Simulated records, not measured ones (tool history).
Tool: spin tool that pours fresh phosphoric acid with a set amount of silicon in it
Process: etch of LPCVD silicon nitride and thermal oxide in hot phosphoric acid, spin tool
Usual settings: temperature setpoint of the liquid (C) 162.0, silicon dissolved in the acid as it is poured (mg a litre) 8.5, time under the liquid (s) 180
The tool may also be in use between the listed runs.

run,day,temperature setpoint of the liquid (C),silicon dissolved in the acid as it is poured (mg a litre),time under the liquid (s),"read-back film thickness of the LPCVD silicon nitride reference wafer, read on the same gauge (nm)","read-back film thickness of the thermal oxide reference wafer, read on the same gauge (nm)",thickness taken off the LPCVD silicon nitride on a monitor wafer (angstrom),thickness taken off the thermal oxide on a monitor wafer (angstrom)
1,0.000,162.0,8.5,180,110.00,29.997,141.7,4.66
2,2.858,160.5,8.5,180,109.96,30.016,134.7,4.02
3,4.592,160.5,8.5,180,109.98,30.030,134.2,4.55
4,6.042,162.0,8.5,180,109.98,30.026,141.5,5.04
5,8.371,162.0,8.5,180,110.01,29.997,140.4,4.91
6,10.854,162.0,8.5,180,110.00,29.974,139.8,4.46
# day 13.267: dissolved silicon flow meter replaced
7,13.442,162.0,8.5,180,109.96,30.022,139.6,4.46
8,17.529,162.0,8.5,180,109.99,30.041,139.6,5.19
9,19.733,159.0,8.5,285,109.98,30.025,197.4,6.06
# day 20.138: gauge calibrated
10,21.254,160.0,2.0,125,110.00,29.992,89.6,3.45
# day 21.308: thermometer replaced
# day 22.221: heated supply line repaired
11,23.058,162.0,8.5,180,110.04,29.994,144.3,5.47
12,24.479,164.0,4.5,180,110.00,30.040,153.3,6.49
13,26.329,162.0,8.5,115,110.00,29.992,91.6,3.17
14,27.912,162.0,8.5,180,109.98,29.981,142.7,5.43
15,30.604,160.5,13.5,110,110.00,29.985,82.6,2.36
16,31.896,159.0,8.5,285,109.99,29.981,204.2,6.77
17,33.479,163.0,8.5,215,109.99,30.024,175.3,5.61

Forecast each of these 3 alternatives for the next run:
A,33.500,162.0,8.5,180,?,?,?,?
B,33.500,163.5,11.0,235,?,?,?,?
C,33.500,160.5,10.5,85,?,?,?,?

run,"read-back film thickness of the LPCVD silicon nitride reference wafer, read on the same gauge (nm)","read-back film thickness of the thermal oxide reference wafer, read on the same gauge (nm)",thickness taken off the LPCVD silicon nitride on a monitor wafer (angstrom),thickness taken off the thermal oxide on a monitor wafer (angstrom)
A,110.01,29.963,142.1,4.68
B,110.01,29.963,195.1,6.46
C,110.01,29.963,63.8,1.89
Without the tool's hidden state the same runs would have given:
run,thickness taken off the LPCVD silicon nitride on a monitor wafer (angstrom),thickness taken off the thermal oxide on a monitor wafer (angstrom)
A,145.4,4.93
B,199.6,6.79
C,65.3,1.99

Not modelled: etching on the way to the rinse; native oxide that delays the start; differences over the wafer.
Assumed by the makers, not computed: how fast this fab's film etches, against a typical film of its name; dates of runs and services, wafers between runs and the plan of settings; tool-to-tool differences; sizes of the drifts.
